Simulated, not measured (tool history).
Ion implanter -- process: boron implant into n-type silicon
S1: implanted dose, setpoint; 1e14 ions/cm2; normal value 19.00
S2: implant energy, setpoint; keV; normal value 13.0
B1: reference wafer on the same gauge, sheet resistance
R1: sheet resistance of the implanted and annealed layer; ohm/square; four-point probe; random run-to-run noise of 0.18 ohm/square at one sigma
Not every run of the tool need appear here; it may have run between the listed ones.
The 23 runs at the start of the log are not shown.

run	hour	S1	S2	B1	R1
24	1344.6	13.35	13.0	79.85	107.98
25	1396.4	15.78	13.0	79.85	100.43
26	1425.2	20.79	9.5	79.81	106.43
27	1486.1	19.00	13.0	79.76	93.71
28	1548.3	24.68	15.0	79.80	80.88
29	1596.0	15.08	14.5	79.80	99.76
# hour 1646.1: Faraday cup replaced and dose calibrated
30	1656.3	13.66	13.0	79.80	106.32
31	1727.4	19.00	13.0	79.79	93.01
32	1762.1	19.00	13.0	79.73	93.37
33	1822.8	22.13	16.0	79.90	80.98
34	1858.8	19.00	13.0	79.85	93.38
35	1924.4	16.56	9.5	79.80	112.42
36	1959.3	16.59	9.5	79.78	112.38
37	2027.7	19.00	13.0	79.79	93.72
38	2056.6	19.00	13.0	79.79	93.58

What if the next run were any one of these 3? Each begins from the tool's condition after run 38:
A	2057.0	19.00	13.0	?	?
B	2057.0	24.04	15.5	?	?
C	2057.0	16.97	14.5	?	?

run	B1	R1
A	79.74	93.75
B	79.74	80.41
C	79.74	94.03
With the hidden condition removed and each run's random variation left untouched, the same runs would have given:
run	R1
A	93.76
B	80.54
C	93.52

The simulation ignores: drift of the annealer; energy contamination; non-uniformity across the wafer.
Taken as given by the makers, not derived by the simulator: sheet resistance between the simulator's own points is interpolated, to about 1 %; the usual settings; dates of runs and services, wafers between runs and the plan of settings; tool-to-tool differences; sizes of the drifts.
